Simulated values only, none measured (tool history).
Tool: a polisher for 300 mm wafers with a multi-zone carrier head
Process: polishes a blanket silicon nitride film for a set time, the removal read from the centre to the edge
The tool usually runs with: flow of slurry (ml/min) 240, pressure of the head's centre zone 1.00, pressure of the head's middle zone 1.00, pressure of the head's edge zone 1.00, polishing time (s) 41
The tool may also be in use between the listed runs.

run,hour,flow of slurry (ml/min),pressure of the head's centre zone,pressure of the head's middle zone,pressure of the head's edge zone,polishing time (s),"incoming thickness of the incoming film, nm",film removed at the wafer's centre (angstrom),film removed at mid-radius (angstrom),film removed at the wafer's edge (angstrom)
1,0.0,240,1.08,1.00,0.91,41,750.8,889,824,809
2,77.2,240,1.00,1.07,1.00,41,753.0,802,839,830
# hour 106.9: worn pad replaced by a new one
# hour 141.0: edge zone pressure recalibrated
3,152.9,240,1.00,1.07,1.00,41,755.4,901,967,954
# hour 195.4: slurry nozzle cleaned
4,206.4,240,1.00,1.00,1.00,41,744.5,946,942,967
# hour 221.7: centre zone pressure recalibrated
5,294.5,240,1.00,1.00,1.00,41,749.3,921,889,928
6,361.9,240,1.00,1.00,1.00,41,754.6,891,858,931
7,463.6,240,1.00,1.00,1.00,41,754.0,848,836,880
8,547.8,240,1.00,1.00,1.00,41,747.4,843,832,865
# hour 578.0: edge zone pressure recalibrated
9,605.5,240,1.00,1.00,1.08,41,758.3,802,804,870
# hour 612.9: worn pad replaced by a new one
# hour 640.2: carrier head's membrane replaced by a new one
10,709.4,160,1.00,0.94,1.04,30,754.8,637,605,673
# hour 883.6: slurry nozzle cleaned
11,934.0,240,1.00,1.00,0.90,41,740.2,881,889,856
12,982.8,240,1.00,1.00,1.00,41,754.7,880,868,886
# hour 1058.3: edge zone pressure recalibrated
13,1059.8,200,1.11,1.00,1.04,51,741.2,1136,1027,1092
# hour 1112.4: worn pad replaced by a new one
14,1164.8,190,1.00,0.89,1.00,41,756.7,912,815,928
15,1231.0,240,1.00,1.00,1.00,41,738.2,907,880,931
# hour 1268.7: centre zone pressure recalibrated
16,1280.8,240,1.00,1.00,1.00,31,764.5,669,662,695
17,1333.4,275,0.97,1.12,1.00,45,736.4,951,1054,1003
18,1431.5,275,0.97,1.12,1.00,45,765.2,931,1029,976
# hour 1483.0: edge zone pressure recalibrated
19,1493.0,270,1.00,1.00,0.94,41,738.0,841,823,844
# hour 1553.7: worn pad replaced by a new one
20,1574.8,270,1.00,1.12,0.89,30,743.9,687,767,681
# hour 1623.9: slurry nozzle cleaned
21,1631.7,240,1.00,0.89,1.00,48,756.9,1126,1003,1156
22,1694.4,165,1.11,1.06,0.92,41,749.1,1017,921,887
23,1747.6,240,0.91,0.96,1.08,54,745.3,1083,1149,1301

Give the tool's hidden conditions for every run:
deviation of the centre zone's pressure from its setpoint, %: 0 across all the runs
deviation of the edge zone's pressure from its setpoint, %: 0 across all the runs
H1: removal rate lost through wear of the pad, %
H2: slurry flow missing at the pad, %
run,H1,H2
1,12.8,37.9
2,14.8,39.8
3,2.43,41.2
4,3.81,3.23
5,6.09,16.1
6,7.83,23.1
7,10.5,30.4
8,12.6,34.4
9,14.1,36.4
10,2.94,39
11,8.74,9.6
12,10,16.1
13,12,23.9
14,3.14,31.1
15,4.85,34.2
16,6.13,36
17,7.49,37.5
18,10,39.5
19,11.6,40.4
20,0.771,41.3
21,2.24,4.68
22,3.86,14.5
23,5.23,21
